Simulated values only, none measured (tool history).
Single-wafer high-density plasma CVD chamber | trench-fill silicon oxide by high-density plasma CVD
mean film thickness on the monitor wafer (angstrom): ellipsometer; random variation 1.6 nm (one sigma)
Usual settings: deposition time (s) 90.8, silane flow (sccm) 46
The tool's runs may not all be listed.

run,hour,deposition time (s),silane flow (sccm),"read-back reference wafer on the same gauge, thickness_nm",mean film thickness on the monitor wafer (angstrom)
1,0.0,80.4,46,414.141,3827.65
2,87.6,80.4,46,415.041,3793.75
3,154.5,80.4,46,415.343,3800.32
4,383.5,90.8,46,416.600,4332.38
5,474.4,90.8,46,417.127,4327.52
6,544.0,90.8,46,418.138,4321.31
7,585.0,90.8,46,419.245,4330.42
8,645.4,90.8,43,417.847,4059.10
9,729.9,86.3,42,419.274,3777.68
10,788.5,86.3,42,420.075,3743.85
11,865.5,90.8,39,420.006,3682.43
12,920.8,90.8,40,420.549,3792.78
# hour 1004.6: gauge calibrated
13,1010.5,72.8,55,413.031,4081.00
# hour 1065.6: silane flow controller replaced
14,1081.4,74.6,53,413.482,4036.27
15,1159.2,73.6,43,414.416,3248.23
16,1197.1,90.8,46,413.963,4293.42
17,1241.9,98.8,42,413.733,4273.23
18,1349.1,101.7,46,415.283,4821.93
19,1444.8,103.4,46,416.278,4907.78
20,1507.3,108.6,46,416.393,5154.48
21,1586.8,107.1,49,417.400,5427.68
22,1654.7,100.6,41,417.120,4274.54

The next listed run, before its measurement:
23,1715.7,90.8,46,?,?

Run 23 gave read-back reference wafer on the same gauge, thickness_nm 418.146, mean film thickness on the monitor wafer (angstrom) 4331.15.
Without the tool's hidden state the same run would have given mean film thickness on the monitor wafer (angstrom) 4268.46.
